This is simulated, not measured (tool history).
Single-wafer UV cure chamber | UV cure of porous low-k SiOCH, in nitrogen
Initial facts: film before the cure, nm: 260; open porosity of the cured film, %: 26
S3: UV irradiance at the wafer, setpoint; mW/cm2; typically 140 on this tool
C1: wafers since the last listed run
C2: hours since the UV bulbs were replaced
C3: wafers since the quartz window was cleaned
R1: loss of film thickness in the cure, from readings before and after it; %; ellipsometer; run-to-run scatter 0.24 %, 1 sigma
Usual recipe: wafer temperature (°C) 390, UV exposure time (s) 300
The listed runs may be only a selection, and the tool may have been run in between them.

Run 1, day 0.000: usual settings but UV exposure time (s) 360; C1 0; C2 2314.4; C3 3472. Result: R1 19.750 %.
Run 2, day 0.612: usual settings but UV exposure time (s) 360; C1 149; C2 2329.1; C3 3622. Result: R1 19.335 %.
Run 3, day 1.333: usual settings but wafer temperature (°C) 401; C1 176; C2 2346.4; C3 3798. Result: R1 19.053 %.
Run 4, day 2.154: usual settings but wafer temperature (°C) 401; C1 200; C2 2366.1; C3 3998. Result: R1 18.814 %.
Run 5, day 2.992: usual settings; C1 204; C2 2386.2; C3 4203. Result: R1 18.640 %.
Run 6, day 3.579: usual settings; C1 143; C2 2400.3; C3 4346. Result: R1 18.680 %.
Run 7, day 4.212: usual settings; C1 154; C2 2415.5; C3 4501. Result: R1 18.897 %.
Run 8, day 7.133: usual settings but UV exposure time (s) 460; C1 713; C2 2485.6; C3 5214. Result: R1 21.198 %.
At day 8.525: quartz window cleaned.
Run 9, day 8.546: usual settings but wafer temperature (°C) 380, UV exposure time (s) 375, S3 151 mW/cm2; C1 263; C2 2519.5; C3 5. Result: R1 19.309 %.
Run 10, day 9.521: usual settings; C1 238; C2 2542.9; C3 243. Result: R1 17.928 %.
At day 12.371: quartz window cleaned, repeated, since the last time left the tool worse.
Run 11, day 12.475: usual settings but wafer temperature (°C) 400, UV exposure time (s) 150, S3 128 mW/cm2; C1 640; C2 2613.8; C3 25. Result: R1 14.984 %.
At day 13.042: UV bulbs replaced.
Run 12, day 13.225: usual settings but UV exposure time (s) 400, S3 173 mW/cm2; C1 101; C2 4.4; C3 126. Result: R1 22.592 %.
Run 13, day 14.625: usual settings; C1 341; C2 38.0; C3 468. Result: R1 19.252 %.
Run 14, day 16.050: usual settings but wafer temperature (°C) 402, UV exposure time (s) 445, S3 151 mW/cm2; C1 348; C2 72.2; C3 816. Result: R1 21.781 %.
Run 15, day 17.104: usual settings but wafer temperature (°C) 406, UV exposure time (s) 125, S3 180 mW/cm2; C1 257; C2 97.5; C3 1074. Result: R1 15.580 %.

Hidden state or all else? Some run-to-run changes of R1, split into what the settings, what came in and random variation would give without the hidden state, and what is left for the hidden state (with any gauge scatter that isn't in both results):
Unlogged tool condition in this case: lamp output below its setpoint, %; transmission lost against a clean window, %.
Run 10 -> 11: wafer temperature (°C) 390 -> 400, UV exposure time (s) 300 -> 150, S3 140 -> 128, quartz window cleaned, repeated, since the last time left the tool worse. R1 -2.944 %: hidden state +1.426, all else -4.370.
Run 11 -> 12: wafer temperature (°C) 400 -> 390, UV exposure time (s) 150 -> 400, S3 128 -> 173, UV bulbs replaced. R1 +7.608 %: hidden state -0.096, all else +7.704.
